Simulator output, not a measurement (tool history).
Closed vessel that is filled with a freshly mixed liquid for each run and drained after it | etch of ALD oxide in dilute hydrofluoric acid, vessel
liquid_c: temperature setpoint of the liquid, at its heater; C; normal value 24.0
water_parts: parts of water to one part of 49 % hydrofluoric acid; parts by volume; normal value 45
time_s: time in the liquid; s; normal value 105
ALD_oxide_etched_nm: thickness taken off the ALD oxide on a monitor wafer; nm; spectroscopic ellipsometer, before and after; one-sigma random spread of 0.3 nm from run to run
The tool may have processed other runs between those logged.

run,hour,liquid_c,water_parts,time_s,"read-back film thickness of the ALD oxide reference wafer, read on the same gauge (nm)",ALD_oxide_etched_nm
1,0.0,24.0,45,105,119.99,45.66
2,95.0,24.0,45,105,120.00,46.23
3,180.4,25.5,45,105,120.00,48.91
4,241.1,25.5,45,105,119.99,49.32
5,348.2,25.5,45,105,120.02,48.97
6,420.1,24.0,45,105,119.99,46.24
7,497.1,24.0,45,105,119.98,46.93
8,598.0,24.0,45,105,120.01,46.82
9,693.4,21.0,45,105,120.00,41.57
# hour 737.8: gauge calibrated
10,739.7,21.0,45,105,120.00,41.62
11,819.0,21.0,45,105,120.01,41.93
12,924.9,24.0,45,105,120.00,47.37
13,963.8,24.0,45,135,120.00,60.90
14,1062.9,20.0,45,105,120.01,40.87
# hour 1184.5: thermometer replaced
15,1234.2,24.0,45,105,120.00,45.50
16,1313.1,22.5,55,105,119.99,34.14
17,1376.6,20.5,25,165,119.99,114.32
18,1429.4,20.5,45,105,120.00,38.90
# hour 1453.8: hydrofluoric acid flow meter replaced
19,1469.7,22.5,55,105,120.01,33.91
20,1562.5,28.5,50,65,120.02,29.12
21,1602.1,24.0,45,105,120.00,44.66
22,1680.0,24.0,45,150,120.02,64.10
23,1724.0,24.0,45,65,120.01,27.57
24,1799.5,24.0,65,50,120.01,14.31
25,1885.7,22.5,55,105,120.00,34.24
26,1931.1,24.0,45,105,120.01,44.97
27,2024.1,21.5,45,140,119.99,54.12
28,2125.1,28.0,60,105,120.00,38.95
29,2178.0,21.5,45,105,120.00,40.87
30,2236.8,24.0,40,105,119.99,51.64
31,2314.9,24.0,45,145,120.02,62.78
32,2353.1,27.0,40,125,120.01,69.96
33,2459.7,22.5,45,105,119.99,43.02

Consider 5 possible next runs. They are alternatives, not a sequence: every one starts from the tool as it was left by run 33. What does each give?
A,2460.4,24.0,45,40,?,?
B,2460.4,21.5,55,80,?,?
C,2460.4,19.5,45,105,?,?
D,2460.4,28.5,45,105,?,?
E,2460.4,29.0,30,70,?,?

run,"read-back film thickness of the ALD oxide reference wafer, read on the same gauge (nm)",ALD_oxide_etched_nm
A,120.01,17.52
B,120.01,25.52
C,120.01,38.11
D,120.01,55.15
E,120.01,57.56
Without the tool's hidden state the same runs would have given:
run,ALD_oxide_etched_nm
A,16.60
B,24.18
C,36.07
D,52.32
E,54.61
